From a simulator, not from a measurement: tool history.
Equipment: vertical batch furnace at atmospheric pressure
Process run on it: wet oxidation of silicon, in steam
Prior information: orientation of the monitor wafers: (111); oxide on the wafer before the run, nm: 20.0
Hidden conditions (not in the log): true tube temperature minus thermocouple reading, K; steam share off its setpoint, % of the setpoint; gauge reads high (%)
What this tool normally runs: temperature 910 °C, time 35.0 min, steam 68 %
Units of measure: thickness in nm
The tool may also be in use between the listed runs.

run	hour	temperature	time	steam	wafers since the last listed run	hours since the last temperature calibration	hours since the steam generator was serviced	hours since the gauge calibration	read-back reference wafer on the same gauge, thickness	thickness
1	0.0	910	35.0	72	0	3040.7	2603.2	623.5	131.00	135.12
2	69.8	910	35.0	72	1131	3110.5	2673.0	693.3	130.98	135.10
3	101.1	910	35.0	72	507	3141.8	2704.3	724.6	130.96	135.11
4	157.9	910	35.0	68	920	3198.6	2761.1	781.4	131.06	130.45
5	333.8	910	35.0	68	2851	3374.5	2937.0	957.3	130.99	130.05
6	383.5	910	22.5	68	805	3424.2	2986.7	1007.0	131.00	94.53
7	421.6	910	22.5	68	617	3462.3	3024.8	1045.1	130.99	94.17
8	452.3	899	35.0	75	497	3493.0	3055.5	1075.8	131.11	125.44
# hour 453.8: gauge calibrated
9	479.6	899	35.0	75	442	3520.3	3082.8	25.8	131.05	126.02
10	514.0	899	35.0	75	557	3554.7	3117.2	60.2	130.98	125.49
11	563.2	932	35.0	58	797	3603.9	3166.4	109.4	130.88	141.62
12	590.0	910	35.0	68	434	3630.7	3193.2	136.2	130.99	130.49
13	643.5	910	52.5	75	867	3684.2	3246.7	189.7	130.90	189.21
14	700.3	910	35.0	72	920	3741.0	3303.5	246.5	131.02	136.56
15	753.6	910	35.0	68	863	3794.3	3356.8	299.8	131.05	130.19
# hour 786.4: steam generator serviced
# hour 830.6: thermocouples replaced and temperature profile calibrated
16	831.1	902	50.5	72	478	0.5	44.7	377.3	131.11	165.39
17	876.6	930	51.0	61	737	46.0	90.2	422.8	130.99	190.64
18	914.3	892	35.0	59	611	83.7	127.9	460.5	130.99	95.64
19	950.5	926	35.0	68	586	119.9	164.1	496.7	130.96	151.14
20	1011.0	901	46.0	68	980	180.4	224.6	557.2	130.92	144.92

Predict the results of run 21:
21	1041.2	926	22.5	72	489	210.6	254.8	587.4	?	?

{"run 21": {"read-back reference wafer on the same gauge, thickness": 131.12, "thickness": 114.5}}
The same run, on a tool lacking any hidden state, would have yielded thickness 114.60 nm.
